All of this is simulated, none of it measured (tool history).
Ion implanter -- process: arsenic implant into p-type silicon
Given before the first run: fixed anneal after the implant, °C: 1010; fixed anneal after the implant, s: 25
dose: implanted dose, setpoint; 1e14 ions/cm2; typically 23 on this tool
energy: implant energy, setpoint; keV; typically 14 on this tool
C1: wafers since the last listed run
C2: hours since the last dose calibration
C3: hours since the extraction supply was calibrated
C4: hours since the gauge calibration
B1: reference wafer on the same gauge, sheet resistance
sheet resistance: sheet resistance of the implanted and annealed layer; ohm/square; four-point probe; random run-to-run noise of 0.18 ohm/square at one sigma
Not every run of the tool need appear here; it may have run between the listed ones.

run 1 hour=0 | dose=23 energy=14 | C1=0 C2=765.3 C3=1428 C4=1606.9 | B1=129.01 | sheet_resistance=106.85
-- hour=22.6 Faraday cup replaced and dose calibrated
run 2 hour=36.1 | dose=23 energy=14 | C1=602 C2=13.5 C3=1464.1 C4=1643 | B1=128.89 | sheet_resistance=106.93
run 3 hour=105 | dose=23 energy=14 | C1=1476 C2=82.4 C3=1533 C4=1711.9 | B1=129.05 | sheet_resistance=106.7
run 4 hour=176.6 | dose=23 energy=14 | C1=1534 C2=154 C3=1604.6 C4=1783.5 | B1=129.01 | sheet_resistance=106.81
run 5 hour=238.8 | dose=23 energy=14 | C1=1332 C2=216.2 C3=1666.8 C4=1845.7 | B1=128.96 | sheet_resistance=106.74
run 6 hour=283.7 | dose=23 energy=17.5 | C1=962 C2=261.1 C3=1711.7 C4=1890.6 | B1=129.09 | sheet_resistance=101.22
run 7 hour=351.2 | dose=23 energy=17.5 | C1=1446 C2=328.6 C3=1779.2 C4=1958.1 | B1=129.03 | sheet_resistance=101.18
-- hour=529.3 extraction supply calibrated
run 8 hour=529.8 | dose=23 energy=14 | C1=3655 C2=507.2 C3=0.5 C4=2136.7 | B1=129.08 | sheet_resistance=107.2
run 9 hour=588.6 | dose=23 energy=14 | C1=1259 C2=566 C3=59.3 C4=2195.5 | B1=129 | sheet_resistance=107.81
run 10 hour=656.8 | dose=23 energy=14 | C1=1461 C2=634.2 C3=127.5 C4=2263.7 | B1=129.05 | sheet_resistance=107.46
run 11 hour=688.7 | dose=23 energy=14 | C1=683 C2=666.1 C3=159.4 C4=2295.6 | B1=128.98 | sheet_resistance=107.46
run 12 hour=746.3 | dose=23 energy=14 | C1=1234 C2=723.7 C3=217 C4=2353.2 | B1=128.98 | sheet_resistance=107.54
run 13 hour=772.3 | dose=23 energy=11.5 | C1=557 C2=749.7 C3=243 C4=2379.2 | B1=128.99 | sheet_resistance=111.3
-- hour=831.1 Faraday cup replaced and dose calibrated
run 14 hour=836.3 | dose=23 energy=11.5 | C1=1199 C2=5.2 C3=307 C4=2443.2 | B1=128.95 | sheet_resistance=111.13
run 15 hour=863.6 | dose=23 energy=14 | C1=584 C2=32.5 C3=334.3 C4=2470.5 | B1=128.93 | sheet_resistance=107.45
-- hour=962.8 gauge calibrated
run 16 hour=1067.7 | dose=23 energy=14 | C1=4373 C2=236.6 C3=538.4 C4=104.9 | B1=128.99 | sheet_resistance=107.52
run 17 hour=1104.5 | dose=25.38 energy=12 | C1=788 C2=273.4 C3=575.2 C4=141.7 | B1=129.04 | sheet_resistance=109.13
run 18 hour=1145.4 | dose=23 energy=14 | C1=876 C2=314.3 C3=616.1 C4=182.6 | B1=128.99 | sheet_resistance=107.17
run 19 hour=1183.8 | dose=26.7 energy=12 | C1=822 C2=352.7 C3=654.5 C4=221 | B1=129.01 | sheet_resistance=108.03
run 20 hour=1223.6 | dose=25.32 energy=14 | C1=852 C2=392.5 C3=694.3 C4=260.8 | B1=128.99 | sheet_resistance=105.63
run 21 hour=1248.8 | dose=21.14 energy=11.5 | C1=539 C2=417.7 C3=719.5 C4=286 | B1=128.99 | sheet_resistance=112.77
run 22 hour=1306.3 | dose=17.53 energy=15.5 | C1=1232 C2=475.2 C3=777 C4=343.5 | B1=129 | sheet_resistance=110.79
run 23 hour=1350.6 | dose=19.27 energy=18 | C1=949 C2=519.5 C3=821.3 C4=387.8 | B1=129.04 | sheet_resistance=104.82
run 24 hour=1380.2 | dose=26.5 energy=10 | C1=634 C2=549.1 C3=850.9 C4=417.4 | B1=129.03 | sheet_resistance=110.82
run 25 hour=1420.4 | dose=28.98 energy=11 | C1=861 C2=589.3 C3=891.1 C4=457.6 | B1=129.07 | sheet_resistance=108.11
run 26 hour=1447 | dose=20.82 energy=11 | C1=569 C2=615.9 C3=917.7 C4=484.2 | B1=129 | sheet_resistance=113.56
run 27 hour=1496.1 | dose=18.34 energy=16.5 | C1=1052 C2=665 C3=966.8 C4=533.3 | B1=128.97 | sheet_resistance=108.07
run 28 hour=1542.7 | dose=28.55 energy=12 | C1=998 C2=711.6 C3=1013.4 C4=579.9 | B1=128.94 | sheet_resistance=106.45
run 29 hour=1602.1 | dose=23 energy=14 | C1=1272 C2=771 C3=1072.8 C4=639.3 | B1=128.97 | sheet_resistance=107.18
run 30 hour=1633.1 | dose=21.14 energy=11.5 | C1=664 C2=802 C3=1103.8 C4=670.3 | B1=128.95 | sheet_resistance=112.67
run 31 hour=1703.4 | dose=17.45 energy=14 | C1=1506 C2=872.3 C3=1174.1 C4=740.6 | B1=129.02 | sheet_resistance=112.88
-- hour=1712 Faraday cup replaced and dose calibrated
run 32 hour=1762.9 | dose=23 energy=14 | C1=1103 C2=50.9 C3=1233.6 C4=800.1 | B1=128.99 | sheet_resistance=106.81
run 33 hour=1891.2 | dose=26.37 energy=14 | C1=2749 C2=179.2 C3=1361.9 C4=928.4 | B1=129 | sheet_resistance=104.98
run 34 hour=1933.1 | dose=23 energy=12.5 | C1=897 C2=221.1 C3=1403.8 C4=970.3 | B1=128.96 | sheet_resistance=109.02
run 35 hour=1975.3 | dose=23 energy=10 | C1=904 C2=263.3 C3=1446 C4=1012.5 | B1=129 | sheet_resistance=112.79
run 36 hour=2005.2 | dose=25.76 energy=14 | C1=640 C2=293.2 C3=1475.9 C4=1042.4 | B1=129 | sheet_resistance=104.95
run 37 hour=2034.7 | dose=19.63 energy=14 | C1=632 C2=322.7 C3=1505.4 C4=1071.9 | B1=129 | sheet_resistance=109.69

Difference, measured minus no-hidden-state, one row per run. Run-to-run variation is common to both terms; the gauge's own scatter need not be:
Unlogged tool condition in this case: deviation of the true dose from the Faraday cup's reading, %; deviation of the true energy from its setpoint, %; gauge reads high (%).
run=1 sheet_resistance=-0.6
run=2 sheet_resistance=-0.62
run=3 sheet_resistance=-0.65
run=4 sheet_resistance=-0.68
run=5 sheet_resistance=-0.7
run=6 sheet_resistance=-0.9
run=7 sheet_resistance=-0.93
run=8 sheet_resistance=+0.02
run=9 sheet_resistance=+0
run=10 sheet_resistance=-0.03
run=11 sheet_resistance=-0.04
run=12 sheet_resistance=-0.07
run=13 sheet_resistance=-0.06
run=14 sheet_resistance=-0.09
run=15 sheet_resistance=-0.11
run=16 sheet_resistance=-0.2
run=17 sheet_resistance=-0.18
run=18 sheet_resistance=-0.23
run=19 sheet_resistance=-0.2
run=20 sheet_resistance=-0.26
run=21 sheet_resistance=-0.21
run=22 sheet_resistance=-0.33
run=23 sheet_resistance=-0.4
run=24 sheet_resistance=-0.22
run=25 sheet_resistance=-0.25
run=26 sheet_resistance=-0.27
run=27 sheet_resistance=-0.44
run=28 sheet_resistance=-0.32
run=29 sheet_resistance=-0.42
run=30 sheet_resistance=-0.35
run=31 sheet_resistance=-0.45
run=32 sheet_resistance=-0.48
run=33 sheet_resistance=-0.53
run=34 sheet_resistance=-0.48
run=35 sheet_resistance=-0.39
run=36 sheet_resistance=-0.57
run=37 sheet_resistance=-0.59
